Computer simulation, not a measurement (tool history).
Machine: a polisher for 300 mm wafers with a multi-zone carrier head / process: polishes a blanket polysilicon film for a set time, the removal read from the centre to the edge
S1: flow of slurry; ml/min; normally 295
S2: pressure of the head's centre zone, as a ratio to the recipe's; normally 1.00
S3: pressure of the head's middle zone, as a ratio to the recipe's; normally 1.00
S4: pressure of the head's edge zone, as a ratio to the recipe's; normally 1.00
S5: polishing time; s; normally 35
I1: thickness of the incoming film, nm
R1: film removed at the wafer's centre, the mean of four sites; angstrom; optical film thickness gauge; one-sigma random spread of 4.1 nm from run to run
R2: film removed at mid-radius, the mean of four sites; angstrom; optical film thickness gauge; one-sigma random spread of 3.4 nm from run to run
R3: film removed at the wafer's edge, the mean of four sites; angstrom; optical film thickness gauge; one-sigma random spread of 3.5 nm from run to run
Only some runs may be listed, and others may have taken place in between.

run   hour   S1    S2    S3    S4  S5     I1    R1    R2    R3
  1    0.0  295  1.00  1.00  1.00  35  897.1  2743  2678  2787
  2   18.0  295  0.95  1.03  0.91  35  914.9  2546  2774  2714
  3   45.5  295  1.00  1.07  1.00  32  902.2  2444  2591  2456
  4   69.1  335  0.88  1.00  1.08  46  921.5  3063  3448  3645
  5   93.4  295  1.00  1.00  1.00  35  906.7  2610  2531  2608
  6  114.8  295  1.10  1.06  1.00  35  919.1  2804  2571  2538
  7  132.2  295  1.00  1.00  1.00  35  908.8  2495  2365  2528
     145.0  -- worn pad replaced by a new one
  8  147.5  295  1.00  1.10  1.00  40  896.9  3187  3438  3313
     213.2  -- carrier head's membrane replaced by a new one
  9  223.0  355  1.00  0.93  1.00  30  906.6  2491  2268  2505
 10  250.5  295  1.05  1.00  1.00  35  912.6  2909  2783  2849
     254.6  -- slurry nozzle cleaned
 11  277.1  295  1.00  1.00  1.00  35  910.1  2733  2712  2790
 12  290.1  295  1.00  1.00  1.00  35  918.3  2746  2691  2766
 13  302.8  330  1.00  1.10  1.00  35  913.4  2732  2973  2780
 14  326.6  295  1.00  1.00  0.90  35  915.7  2629  2550  2593
     347.4  -- edge zone pressure recalibrated
 15  348.7  295  1.00  1.07  1.00  32  916.8  2411  2538  2461
 16  379.0  295  1.00  1.00  1.00  35  904.7  2575  2536  2649
 17  405.6  295  1.00  1.00  1.00  35  916.5  2513  2448  2521
     438.4  -- worn pad replaced by a new one
 18  438.9  295  1.00  1.00  1.00  35  902.4  2813  2804  2875
 19  461.7  245  1.00  0.90  1.00  45  921.3  3568  3207  3554
     481.3  -- centre zone pressure recalibrated
 20  569.0  295  1.06  1.00  1.00  35  911.1  2893  2712  2691
     577.9  -- slurry nozzle cleaned
 21  604.0  295  1.08  1.00  1.00  45  908.5  3639  3346  3467
 22  635.7  295  1.07  1.00  1.00  35  896.2  2800  2619  2670

Here are 4 independent what-if runs from the current tool condition. What would each one return?
  A  636.1  295  1.00  1.00  1.00  35  911.2   ?   ?   ?
  B  636.1  210  1.12  1.11  1.00  35  911.2   ?   ?   ?
  C  636.1  335  1.00  1.00  1.00  45  911.2   ?   ?   ?
  D  636.1  360  1.06  1.00  1.00  42  911.2   ?   ?   ?

run    R1    R2    R3
  A  2580  2586  2641
  B  2772  2716  2560
  C  3361  3364  3426
  D  3349  3158  3213
What these runs would have given with no unlogged condition in the tool:
run    R1    R2    R3
  A  2842  2848  2908
  B  3052  2991  2819
  C  3701  3705  3773
  D  3688  3478  3538
